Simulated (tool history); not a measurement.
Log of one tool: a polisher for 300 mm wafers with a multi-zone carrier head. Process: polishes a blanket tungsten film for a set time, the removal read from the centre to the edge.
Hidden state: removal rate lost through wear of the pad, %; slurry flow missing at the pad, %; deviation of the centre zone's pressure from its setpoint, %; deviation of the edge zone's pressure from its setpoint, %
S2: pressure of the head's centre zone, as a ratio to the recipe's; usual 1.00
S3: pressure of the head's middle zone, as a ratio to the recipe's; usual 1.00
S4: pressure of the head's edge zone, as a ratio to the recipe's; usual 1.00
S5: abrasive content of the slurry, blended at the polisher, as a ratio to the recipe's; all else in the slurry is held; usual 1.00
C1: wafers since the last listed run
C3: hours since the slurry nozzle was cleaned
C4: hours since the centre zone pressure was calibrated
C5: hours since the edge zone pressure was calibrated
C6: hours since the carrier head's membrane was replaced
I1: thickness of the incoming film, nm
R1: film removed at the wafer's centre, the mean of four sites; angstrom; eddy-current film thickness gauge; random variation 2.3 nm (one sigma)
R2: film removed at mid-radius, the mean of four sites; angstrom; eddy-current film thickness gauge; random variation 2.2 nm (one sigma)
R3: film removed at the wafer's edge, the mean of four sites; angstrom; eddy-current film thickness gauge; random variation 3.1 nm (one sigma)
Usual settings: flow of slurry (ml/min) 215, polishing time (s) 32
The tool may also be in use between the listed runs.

Run 1, hour 0.0: usual settings but flow of slurry (ml/min) 265, S3 0.94, S4 0.90; C1 0; wafers polished on this pad 1309; C3 241.2; C4 364.8; C5 692.2; C6 1087.1; I1 1494.2. Result: R1 2399 angstrom, R2 2138 angstrom, R3 2065 angstrom.
Run 2, hour 33.9: usual settings but flow of slurry (ml/min) 285; C1 275; wafers polished on this pad 1585; C3 275.1; C4 398.7; C5 726.1; C6 1121.0; I1 1469.7. Result: R1 2460 angstrom, R2 2240 angstrom, R3 2165 angstrom.
At hour 71.8: worn pad replaced by a new one.
Run 3, hour 84.6: usual settings but polishing time (s) 21; C1 379; wafers polished on this pad 103; C3 325.8; C4 449.4; C5 776.8; C6 1171.7; I1 1476.6. Result: R1 1551 angstrom, R2 1405 angstrom, R3 1389 angstrom.
At hour 109.9: centre zone pressure recalibrated.
Run 4, hour 119.2: usual settings; C1 265; wafers polished on this pad 368; C3 360.4; C4 9.3; C5 811.4; C6 1206.3; I1 1468.3. Result: R1 2249 angstrom, R2 2162 angstrom, R3 2176 angstrom.
Run 5, hour 145.0: usual settings but S2 0.92; C1 209; wafers polished on this pad 578; C3 386.2; C4 35.1; C5 837.2; C6 1232.1; I1 1490.9. Result: R1 2046 angstrom, R2 2165 angstrom, R3 2156 angstrom.
At hour 172.6: carrier head's membrane replaced by a new one.
Run 6, hour 174.1: usual settings; C1 195; wafers polished on this pad 774; C3 415.3; C4 64.2; C5 866.3; C6 1.5; I1 1483.3. Result: R1 2251 angstrom, R2 2157 angstrom, R3 2130 angstrom.
Run 7, hour 222.1: usual settings but S2 0.96, S3 1.07, S5 1.10, polishing time (s) 39; C1 390; wafers polished on this pad 1164; C3 463.3; C4 112.2; C5 914.3; C6 49.5; I1 1498.5. Result: R1 2740 angstrom, R2 2880 angstrom, R3 2694 angstrom.
Run 8, hour 245.6: usual settings but flow of slurry (ml/min) 165; C1 191; wafers polished on this pad 1355; C3 486.8; C4 135.7; C5 937.8; C6 73.0; I1 1491.9. Result: R1 2194 angstrom, R2 2107 angstrom, R3 2130 angstrom.
Run 9, hour 262.6: usual settings but flow of slurry (ml/min) 145, S5 1.20; C1 138; wafers polished on this pad 1494; C3 503.8; C4 152.7; C5 954.8; C6 90.0; I1 1489.5. Result: R1 2295 angstrom, R2 2171 angstrom, R3 2139 angstrom.
At hour 282.6: edge zone pressure recalibrated.
At hour 289.7: worn pad replaced by a new one.
Run 10, hour 290.2: usual settings but S4 1.12, polishing time (s) 26; C1 175; wafers polished on this pad 3; C3 531.4; C4 180.3; C5 7.6; C6 117.6; I1 1466.7. Result: R1 1861 angstrom, R2 1778 angstrom, R3 1811 angstrom.
Run 11, hour 301.7: usual settings; C1 93; wafers polished on this pad 97; C3 542.9; C4 191.8; C5 19.1; C6 129.1; I1 1485.9. Result: R1 2315 angstrom, R2 2185 angstrom, R3 2116 angstrom.
Run 12, hour 332.3: usual settings but S2 1.06, S5 1.20, polishing time (s) 22; C1 248; wafers polished on this pad 346; C3 573.5; C4 222.4; C5 49.7; C6 159.7; I1 1489.1. Result: R1 1764 angstrom, R2 1558 angstrom, R3 1523 angstrom.
Run 13, hour 361.8: usual settings but S3 1.10, S4 0.92, S5 1.20, polishing time (s) 35; C1 239; wafers polished on this pad 585; C3 603.0; C4 251.9; C5 79.2; C6 189.2; I1 1511.2. Result: R1 2642 angstrom, R2 2680 angstrom, R3 2329 angstrom.
Run 14, hour 387.5: usual settings but S4 1.03; C1 208; wafers polished on this pad 794; C3 628.7; C4 277.6; C5 104.9; C6 214.9; I1 1480.0. Result: R1 2383 angstrom, R2 2197 angstrom, R3 2111 angstrom.
Run 15, hour 404.5: usual settings but flow of slurry (ml/min) 275; C1 138; wafers polished on this pad 933; C3 645.7; C4 294.6; C5 121.9; C6 231.9; I1 1485.7. Result: R1 2428 angstrom, R2 2217 angstrom, R3 2180 angstrom.
Run 16, hour 420.8: usual settings; C1 132; wafers polished on this pad 1065; C3 662.0; C4 310.9; C5 138.2; C6 248.2; I1 1476.5. Result: R1 2352 angstrom, R2 2209 angstrom, R3 2107 angstrom.
Run 17, hour 448.6: usual settings but S2 0.89, S5 0.75; C1 226; wafers polished on this pad 1291; C3 689.8; C4 338.7; C5 166.0; C6 276.0; I1 1507.9. Result: R1 1964 angstrom, R2 2049 angstrom, R3 2048 angstrom.
Run 18, hour 477.7: usual settings; C1 236; wafers polished on this pad 1528; C3 718.9; C4 367.8; C5 195.1; C6 305.1; I1 1493.7. Result: R1 2425 angstrom, R2 2145 angstrom, R3 2192 angstrom.
At hour 487.7: slurry nozzle cleaned.
Run 19, hour 495.4: usual settings but S3 0.91; C1 135; wafers polished on this pad 1664; C3 7.7; C4 385.5; C5 212.8; C6 322.8; I1 1498.1. Result: R1 2365 angstrom, R2 1999 angstrom, R3 2192 angstrom.
Run 20, hour 528.9: usual settings but S4 1.06, polishing time (s) 39; C1 272; wafers polished on this pad 1936; C3 41.2; C4 419.0; C5 246.3; C6 356.3; I1 1503.2. Result: R1 2966 angstrom, R2 2621 angstrom, R3 2680 angstrom.
Run 21, hour 544.5: usual settings but S2 1.10, polishing time (s) 40; C1 126; wafers polished on this pad 2063; C3 56.8; C4 434.6; C5 261.9; C6 371.9; I1 1464.1. Result: R1 3321 angstrom, R2 2719 angstrom, R3 2642 angstrom.
At hour 562.3: worn pad replaced by a new one.
At hour 565.3: centre zone pressure recalibrated.
Run 22, hour 575.1: usual settings but S2 1.05; C1 200; wafers polished on this pad 87; C3 87.4; C4 9.8; C5 292.5; C6 402.5; I1 1502.8. Result: R1 2264 angstrom, R2 2200 angstrom, R3 2167 angstrom.

Hidden state at the last listed run before each entry between runs and at the first one after, where it differs:
Between runs 2 and 3: worn pad replaced by a new one (hour 71.8)
  deviation of the centre zone's pressure from its setpoint, %: 7.57 -> 8.53
  measured less the result without the state, R1: +175 -> +123 angstrom
Between runs 3 and 4: centre zone pressure recalibrated (hour 109.9)
  deviation of the centre zone's pressure from its setpoint, %: 8.53 -> 2.32
  measured less the result without the state, R1: +123 -> +52 angstrom
Between runs 5 and 6: carrier head's membrane replaced by a new one (hour 172.6)
  deviation of the centre zone's pressure from its setpoint, %: 2.81 -> 3.36
  measured less the result without the state, R1: +57 -> +74 angstrom
Between runs 9 and 10: edge zone pressure recalibrated (hour 282.6); worn pad replaced by a new one (hour 289.7)
  deviation of the centre zone's pressure from its setpoint, %: 5.04 -> 5.57
  measured less the result without the state, R1: +111 -> +99 angstrom
Between runs 18 and 19: slurry nozzle cleaned (hour 487.7)
  deviation of the centre zone's pressure from its setpoint, %: 9.13 -> 9.47
  measured less the result without the state, R1: +204 -> +206 angstrom
Between runs 21 and 22: worn pad replaced by a new one (hour 562.3); centre zone pressure recalibrated (hour 565.3)
  deviation of the centre zone's pressure from its setpoint, %: 10.4 -> -2.36
  measured less the result without the state, R1: +313 -> -55 angstrom
